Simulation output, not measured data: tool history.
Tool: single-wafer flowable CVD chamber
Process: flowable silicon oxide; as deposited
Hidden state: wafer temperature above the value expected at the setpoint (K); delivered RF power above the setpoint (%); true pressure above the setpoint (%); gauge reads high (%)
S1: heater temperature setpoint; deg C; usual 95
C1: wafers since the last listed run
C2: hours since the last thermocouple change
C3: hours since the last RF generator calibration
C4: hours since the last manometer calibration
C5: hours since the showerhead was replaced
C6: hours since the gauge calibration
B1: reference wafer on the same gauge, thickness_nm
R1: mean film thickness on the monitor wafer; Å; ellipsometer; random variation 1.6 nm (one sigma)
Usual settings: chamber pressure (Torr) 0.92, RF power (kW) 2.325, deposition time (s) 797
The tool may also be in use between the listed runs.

{"run": 1, "hour": 0.0, "S1": 95, "chamber pressure (Torr)": 0.92, "RF power (kW)": 2.325, "deposition time (s)": 894, "C1": 0, "C2": 1473.2, "C3": 1653.6, "C4": 1914.8, "C5": 4674.7, "C6": 82.6, "B1": 718.96, "R1": 9360.15}
{"run": 2, "hour": 6.3, "S1": 95, "chamber pressure (Torr)": 0.92, "RF power (kW)": 2.325, "deposition time (s)": 894, "C1": 13, "C2": 1479.5, "C3": 1659.9, "C4": 1921.1, "C5": 4681, "C6": 88.9, "B1": 719.925, "R1": 9369.32}
{"run": 3, "hour": 20.5, "S1": 95, "chamber pressure (Torr)": 0.92, "RF power (kW)": 2.325, "deposition time (s)": 797, "C1": 29, "C2": 1493.7, "C3": 1674.1, "C4": 1935.3, "C5": 4695.2, "C6": 103.1, "B1": 719.353, "R1": 8404.46}
{"hour": 26.7, "done": "gauge calibrated"}
{"run": 4, "hour": 26.7, "S1": 95, "chamber pressure (Torr)": 0.92, "RF power (kW)": 2.325, "deposition time (s)": 797, "C1": 12, "C2": 1499.9, "C3": 1680.3, "C4": 1941.5, "C5": 4701.4, "C6": 0, "B1": 718.467, "R1": 8419.48}
{"run": 5, "hour": 41.2, "S1": 95, "chamber pressure (Torr)": 0.92, "RF power (kW)": 2.545, "deposition time (s)": 702, "C1": 30, "C2": 1514.4, "C3": 1694.8, "C4": 1956, "C5": 4715.9, "C6": 14.5, "B1": 718.699, "R1": 7541.37}
{"run": 6, "hour": 55.0, "S1": 95, "chamber pressure (Torr)": 0.92, "RF power (kW)": 2.545, "deposition time (s)": 702, "C1": 28, "C2": 1528.2, "C3": 1708.6, "C4": 1969.8, "C5": 4729.7, "C6": 28.3, "B1": 719.318, "R1": 7548.77}
{"run": 7, "hour": 70.4, "S1": 95, "chamber pressure (Torr)": 0.92, "RF power (kW)": 2.545, "deposition time (s)": 702, "C1": 31, "C2": 1543.6, "C3": 1724, "C4": 1985.2, "C5": 4745.1, "C6": 43.7, "B1": 718.411, "R1": 7584.21}
{"run": 8, "hour": 81.2, "S1": 95, "chamber pressure (Torr)": 0.92, "RF power (kW)": 2.325, "deposition time (s)": 676, "C1": 22, "C2": 1554.4, "C3": 1734.8, "C4": 1996, "C5": 4755.9, "C6": 54.5, "B1": 719.915, "R1": 7232.14}
{"run": 9, "hour": 92.0, "S1": 99, "chamber pressure (Torr)": 1.145, "RF power (kW)": 2.725, "deposition time (s)": 665, "C1": 22, "C2": 1565.2, "C3": 1745.6, "C4": 2006.8, "C5": 4766.7, "C6": 65.3, "B1": 719.627, "R1": 7869.98}
{"run": 10, "hour": 101.3, "S1": 95, "chamber pressure (Torr)": 0.92, "RF power (kW)": 2.325, "deposition time (s)": 797, "C1": 19, "C2": 1574.5, "C3": 1754.9, "C4": 2016.1, "C5": 4776, "C6": 74.6, "B1": 719.415, "R1": 8516.29}
{"hour": 116.3, "done": "thermocouple changed; heater temperature recalibrated"}
{"hour": 120.0, "done": "RF generator calibrated"}
{"hour": 127.2, "done": "gauge calibrated"}
{"hour": 131.3, "done": "showerhead replaced"}
{"hour": 145.8, "done": "capacitance manometer re-zeroed and calibrated"}
{"run": 11, "hour": 146.3, "S1": 87, "chamber pressure (Torr)": 1.101, "RF power (kW)": 1.935, "deposition time (s)": 906, "C1": 35, "C2": 30, "C3": 26.3, "C4": 0.5, "C5": 15, "C6": 19.1, "B1": 719.373, "R1": 11974.13}
{"run": 12, "hour": 158.1, "S1": 82, "chamber pressure (Torr)": 1.002, "RF power (kW)": 2.74, "deposition time (s)": 797, "C1": 24, "C2": 41.8, "C3": 38.1, "C4": 12.3, "C5": 26.8, "C6": 30.9, "B1": 718.649, "R1": 11954.14}
{"run": 13, "hour": 168.5, "S1": 108, "chamber pressure (Torr)": 0.813, "RF power (kW)": 2.325, "deposition time (s)": 697, "C1": 21, "C2": 52.2, "C3": 48.5, "C4": 22.7, "C5": 37.2, "C6": 41.3, "B1": 719.296, "R1": 3619.22}
{"run": 14, "hour": 182.9, "S1": 95, "chamber pressure (Torr)": 0.92, "RF power (kW)": 2.56, "deposition time (s)": 797, "C1": 29, "C2": 66.6, "C3": 62.9, "C4": 37.1, "C5": 51.6, "C6": 55.7, "B1": 718.794, "R1": 7295.86}
{"run": 15, "hour": 190.3, "S1": 95, "chamber pressure (Torr)": 0.92, "RF power (kW)": 1.99, "deposition time (s)": 882, "C1": 15, "C2": 74, "C3": 70.3, "C4": 44.5, "C5": 59, "C6": 63.1, "B1": 718.771, "R1": 7691.74}
{"run": 16, "hour": 204.6, "S1": 95, "chamber pressure (Torr)": 0.92, "RF power (kW)": 2.325, "deposition time (s)": 797, "C1": 29, "C2": 88.3, "C3": 84.6, "C4": 58.8, "C5": 73.3, "C6": 77.4, "B1": 718.88, "R1": 7209.35}
{"run": 17, "hour": 218.9, "S1": 95, "chamber pressure (Torr)": 0.781, "RF power (kW)": 2.325, "deposition time (s)": 797, "C1": 29, "C2": 102.6, "C3": 98.9, "C4": 73.1, "C5": 87.6, "C6": 91.7, "B1": 719.015, "R1": 6112.86}

Forecast each of these 3 alternatives for the next run:
{"run": "A", "hour": 219.5, "S1": 95, "chamber pressure (Torr)": 0.92, "RF power (kW)": 2.44, "deposition time (s)": 797, "C1": 1, "C2": 103.2, "C3": 99.5, "C4": 73.7, "C5": 88.2, "C6": 92.3, "B1": "?", "R1": "?"}
{"run": "B", "hour": 219.5, "S1": 83, "chamber pressure (Torr)": 0.92, "RF power (kW)": 2.325, "deposition time (s)": 797, "C1": 1, "C2": 103.2, "C3": 99.5, "C4": 73.7, "C5": 88.2, "C6": 92.3, "B1": "?", "R1": "?"}
{"run": "C", "hour": 219.5, "S1": 95, "chamber pressure (Torr)": 0.855, "RF power (kW)": 2.165, "deposition time (s)": 735, "C1": 1, "C2": 103.2, "C3": 99.5, "C4": 73.7, "C5": 88.2, "C6": 92.3, "B1": "?", "R1": "?"}

run=A B1=719.581 R1=7273.56
run=B B1=719.581 R1=10481.08
run=C B1=719.581 R1=6113.6
Without the tool's hidden state the same runs would have given:
run=A R1=7038.41
run=B R1=10171.26
run=C R1=5915.95
